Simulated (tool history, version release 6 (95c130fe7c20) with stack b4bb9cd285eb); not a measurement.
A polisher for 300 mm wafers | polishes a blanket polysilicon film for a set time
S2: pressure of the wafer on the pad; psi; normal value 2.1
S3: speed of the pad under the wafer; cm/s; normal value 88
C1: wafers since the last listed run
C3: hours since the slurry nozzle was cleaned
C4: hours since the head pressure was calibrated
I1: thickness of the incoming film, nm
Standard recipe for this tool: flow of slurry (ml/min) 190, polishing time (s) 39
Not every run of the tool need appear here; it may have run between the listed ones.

run 1 hour=0.0 | flow_of_slurry_(ml/min)=190 S2=1.7 S3=88 polishing_time_(s)=39 | C1=0 wafers_polished_on_this_pad=1874 C3=537.5 C4=109.7 | I1=1985.3 | film_removed_(Å)=1941
run 2 hour=40.3 | flow_of_slurry_(ml/min)=190 S2=1.7 S3=88 polishing_time_(s)=39 | C1=725 wafers_polished_on_this_pad=2599 C3=577.8 C4=150.0 | I1=2019.8 | film_removed_(Å)=1969
run 3 hour=92.9 | flow_of_slurry_(ml/min)=190 S2=1.7 S3=88 polishing_time_(s)=39 | C1=946 wafers_polished_on_this_pad=3545 C3=630.4 C4=202.6 | I1=2032.3 | film_removed_(Å)=1903
run 4 hour=157.3 | flow_of_slurry_(ml/min)=190 S2=1.9 S3=88 polishing_time_(s)=39 | C1=1158 wafers_polished_on_this_pad=4704 C3=694.8 C4=267.0 | I1=2028.7 | film_removed_(Å)=2046
-- hour=180.3 slurry nozzle cleaned
run 5 hour=255.1 | flow_of_slurry_(ml/min)=190 S2=1.8 S3=88 polishing_time_(s)=39 | C1=1741 wafers_polished_on_this_pad=6446 C3=74.8 C4=364.8 | I1=2006.1 | film_removed_(Å)=2080
run 6 hour=291.6 | flow_of_slurry_(ml/min)=190 S2=1.8 S3=88 polishing_time_(s)=39 | C1=656 wafers_polished_on_this_pad=7103 C3=111.3 C4=401.3 | I1=2025.0 | film_removed_(Å)=2054
-- hour=310.8 worn pad replaced by a new one
run 7 hour=384.8 | flow_of_slurry_(ml/min)=190 S2=1.8 S3=88 polishing_time_(s)=39 | C1=1604 wafers_polished_on_this_pad=1330 C3=204.5 C4=494.5 | I1=2039.3 | film_removed_(Å)=2023
run 8 hour=423.7 | flow_of_slurry_(ml/min)=190 S2=2.1 S3=104 polishing_time_(s)=39 | C1=699 wafers_polished_on_this_pad=2030 C3=243.4 C4=533.4 | I1=1992.3 | film_removed_(Å)=2654
run 9 hour=487.2 | flow_of_slurry_(ml/min)=190 S2=2.1 S3=88 polishing_time_(s)=30 | C1=1142 wafers_polished_on_this_pad=3173 C3=306.9 C4=596.9 | I1=2030.6 | film_removed_(Å)=1748
run 10 hour=579.1 | flow_of_slurry_(ml/min)=190 S2=2.1 S3=88 polishing_time_(s)=30 | C1=1653 wafers_polished_on_this_pad=4826 C3=398.8 C4=688.8 | I1=2041.0 | film_removed_(Å)=1725
-- hour=684.1 worn pad replaced by a new one
run 11 hour=684.6 | flow_of_slurry_(ml/min)=190 S2=2.1 S3=88 polishing_time_(s)=39 | C1=1826 wafers_polished_on_this_pad=9 C3=504.3 C4=794.3 | I1=2032.2 | film_removed_(Å)=2197
run 12 hour=739.1 | flow_of_slurry_(ml/min)=190 S2=2.1 S3=88 polishing_time_(s)=39 | C1=980 wafers_polished_on_this_pad=989 C3=558.8 C4=848.8 | I1=2011.5 | film_removed_(Å)=2197
run 13 hour=975.0 | flow_of_slurry_(ml/min)=190 S2=2.1 S3=88 polishing_time_(s)=48 | C1=4244 wafers_polished_on_this_pad=5234 C3=794.7 C4=1084.7 | I1=2003.9 | film_removed_(Å)=2698
-- hour=998.8 slurry nozzle cleaned
run 14 hour=1055.0 | flow_of_slurry_(ml/min)=190 S2=2.1 S3=88 polishing_time_(s)=48 | C1=1421 wafers_polished_on_this_pad=6655 C3=56.2 C4=1164.7 | I1=2017.1 | film_removed_(Å)=2536
-- hour=1083.4 worn pad replaced by a new one
run 15 hour=1121.3 | flow_of_slurry_(ml/min)=170 S2=2.1 S3=88 polishing_time_(s)=39 | C1=1120 wafers_polished_on_this_pad=682 C3=122.5 C4=1231.0 | I1=2022.6 | film_removed_(Å)=1989

Estimate the outcome of run 16 from the log above:
-- hour=1150.2 head pressure recalibrated
run 16 hour=1168.8 | flow_of_slurry_(ml/min)=210 S2=2.4 S3=74 polishing_time_(s)=39 | C1=818 wafers_polished_on_this_pad=1501 C3=170.0 C4=18.6 | I1=2022.6 | film_removed_(Å)=?

film removed (Å): 1976
Without the tool's hidden state the same run would have given film removed (Å) 2224.

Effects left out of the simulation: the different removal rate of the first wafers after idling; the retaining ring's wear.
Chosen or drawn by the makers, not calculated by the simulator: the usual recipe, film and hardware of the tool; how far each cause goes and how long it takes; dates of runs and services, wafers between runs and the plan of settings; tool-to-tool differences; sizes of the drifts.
